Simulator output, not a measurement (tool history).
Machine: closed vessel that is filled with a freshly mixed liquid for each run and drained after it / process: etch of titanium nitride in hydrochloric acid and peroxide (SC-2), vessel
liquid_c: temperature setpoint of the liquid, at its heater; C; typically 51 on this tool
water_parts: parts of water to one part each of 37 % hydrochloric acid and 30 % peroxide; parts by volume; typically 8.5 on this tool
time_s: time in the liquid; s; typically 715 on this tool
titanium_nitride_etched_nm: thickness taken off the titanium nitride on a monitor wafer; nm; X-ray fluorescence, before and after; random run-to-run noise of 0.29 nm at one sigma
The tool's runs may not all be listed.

run	day	liquid_c	water_parts	time_s	read-back film thickness of the titanium nitride reference wafer, read on the same gauge (nm)	titanium_nitride_etched_nm
1	0	51	8.5	715	149.99	40.84
2	0.275	53	9.5	715	150	41.98
3	0.7	51	10	815	149.99	41.13
4	1.271	51	8.5	455	149.98	26.02
5	1.979	51	8.5	830	150.01	47.91
6	2.692	51	8.5	715	150.05	40.43
7	2.992	43.5	8.5	715	149.99	24.45
8	5.183	45	8.5	465	149.96	17.9
9	5.462	45	8.5	465	149.99	17.8
10	6.858	45	8.5	465	149.97	17.42
# day 7: gauge calibrated
# day 7.321: new drum of peroxide connected
11	7.342	51	8.5	715	150	44.24
12	8.054	51	8.5	330	150.02	20.32
13	8.792	53	9.5	715	149.99	45.97
14	10.604	51	6	515	150.03	41.13
15	11.083	47.5	8.5	445	150.01	21.64
16	11.725	51	8.5	335	150	20.48
17	12.379	51	8.5	715	149.98	43.38
18	12.925	57	5	830	150	110.93
19	13.517	54.5	8.5	370	150.03	27.85
# day 13.9: chemicals flow meter replaced
# day 13.992: thermometer replaced
20	14.888	45.5	11	390	149.99	13.2
21	15.325	58.5	11.5	715	150.02	54.25
22	15.762	51	8.5	715	149.98	42.89
23	16.092	51	8.5	715	149.99	42.94
24	16.421	45	8.5	465	150.01	18.74
25	16.742	46	8.5	1110	150.05	48.06
26	17.25	51	11	715	150.01	34.76
27	17.958	61	12.5	990	149.99	82.24
28	18.608	58.5	7	715	150.06	81.84
29	19.296	46.5	8.5	590	149.98	26.51

State the hidden condition of the tool at each of the runs:
liquid colder than its thermometer reads (K): 0, the same for each run
chemicals flow below the setpoint (%): 0, the same for each run
gauge reads high (%): 0, the same for each run
H1: peroxide weaker than its label (%)
run	H1
1	7.47
2	7.51
3	7.58
4	7.66
5	7.77
6	7.88
7	7.93
8	8.27
9	8.31
10	8.53
11	0.928
12	1.04
13	1.15
14	1.43
15	1.51
16	1.6
17	1.71
18	1.79
19	1.88
20	2.09
21	2.16
22	2.23
23	2.28
24	2.33
25	2.38
26	2.46
27	2.57
28	2.67
29	2.77

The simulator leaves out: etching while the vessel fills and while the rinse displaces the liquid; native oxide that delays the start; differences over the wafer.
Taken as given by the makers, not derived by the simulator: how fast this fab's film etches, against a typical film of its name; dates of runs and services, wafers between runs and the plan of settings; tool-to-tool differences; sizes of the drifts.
